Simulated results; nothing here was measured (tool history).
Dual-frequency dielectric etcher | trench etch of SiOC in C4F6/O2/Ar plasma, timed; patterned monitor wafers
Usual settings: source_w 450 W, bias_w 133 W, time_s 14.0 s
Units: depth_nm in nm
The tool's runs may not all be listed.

run,hour,source_w,bias_w,time_s,wafers since the last listed run,hours since the last wet clean,hours since the last source power generator calibration,hours since the last bias power generator calibration,hours since the last upper electrode change,hours since the gauge calibration,"read-back reference wafer on the same gauge, depth_nm",depth_nm
1,0.0,450,133,14.0,0,257.3,1642.3,1786.1,3941.8,190.8,29.94,28.43
2,102.1,450,133,14.0,2184,359.4,1744.4,1888.2,4043.9,292.9,29.94,28.19
3,141.2,450,133,14.0,836,398.5,1783.5,1927.3,4083.0,332.0,29.92,28.15
4,206.9,450,133,14.0,1405,464.2,1849.2,1993.0,4148.7,397.7,29.92,27.97
# hour 316.9: wet clean of the chamber
5,317.4,450,133,14.0,1850,0.5,1959.7,2103.5,4259.2,508.2,29.88,29.24
6,399.4,450,133,14.0,1754,82.5,2041.7,2185.5,4341.2,590.2,29.91,29.10
7,441.2,380,133,14.0,894,124.3,2083.5,2227.3,4383.0,632.0,29.90,27.30
8,497.1,380,133,14.0,1196,180.2,2139.4,2283.2,4438.9,687.9,29.88,27.54
# hour 534.4: bias power generator calibrated
# hour 600.5: gauge calibrated
9,601.0,380,133,14.0,2137,284.1,2243.3,66.6,4542.8,0.5,29.89,26.97
10,702.6,350,108,14.0,2174,385.7,2344.9,168.2,4644.4,102.1,29.92,23.74
11,848.6,450,133,14.0,3124,531.7,2490.9,314.2,4790.4,248.1,29.91,28.07
# hour 872.9: source power generator calibrated
# hour 881.7: wet clean of the chamber
12,914.5,450,154,14.0,1135,32.8,41.6,380.1,4856.3,314.0,29.89,30.93
# hour 943.0: upper electrode replaced
13,989.7,550,157,14.0,1095,108.0,116.8,455.3,46.7,389.2,29.89,33.03
14,1062.5,360,108,17.5,1557,180.8,189.6,528.1,119.5,462.0,29.85,30.04
15,1104.7,540,112,12.5,902,223.0,231.8,570.3,161.7,504.2,29.89,25.19
16,1150.4,450,133,14.0,977,268.7,277.5,616.0,207.4,549.9,29.90,28.33
17,1223.4,510,101,16.0,1562,341.7,350.5,689.0,280.4,622.9,29.87,29.60
18,1290.9,530,111,12.5,1444,409.2,418.0,756.5,347.9,690.4,29.90,24.51
19,1342.4,450,119,14.0,1101,460.7,469.5,808.0,399.4,741.9,29.87,26.44

Hidden state at the last listed run before each entry between runs and at the first one after, where it differs:
Between runs 4 and 5: wet clean of the chamber (hour 316.9)
  etch rate over this chamber's usual, %: -4.08 -> 1.22
  measured less the result without the state, depth_nm: -1.19 -> +0.35 nm
Between runs 8 and 9: bias power generator calibrated (hour 534.4); gauge calibrated (hour 600.5)
  etch rate over this chamber's usual, %: -0.556 -> -1.58
  measured less the result without the state, depth_nm: -0.16 -> -0.44 nm
Between runs 11 and 12: source power generator calibrated (hour 872.9); wet clean of the chamber (hour 881.7)
  etch rate over this chamber's usual, %: -4.02 -> -0.297
  measured less the result without the state, depth_nm: -1.17 -> -0.09 nm
Between runs 12 and 13: upper electrode replaced (hour 943.0)
  etch rate over this chamber's usual, %: -0.297 -> -1.04
  measured less the result without the state, depth_nm: -0.09 -> -0.35 nm

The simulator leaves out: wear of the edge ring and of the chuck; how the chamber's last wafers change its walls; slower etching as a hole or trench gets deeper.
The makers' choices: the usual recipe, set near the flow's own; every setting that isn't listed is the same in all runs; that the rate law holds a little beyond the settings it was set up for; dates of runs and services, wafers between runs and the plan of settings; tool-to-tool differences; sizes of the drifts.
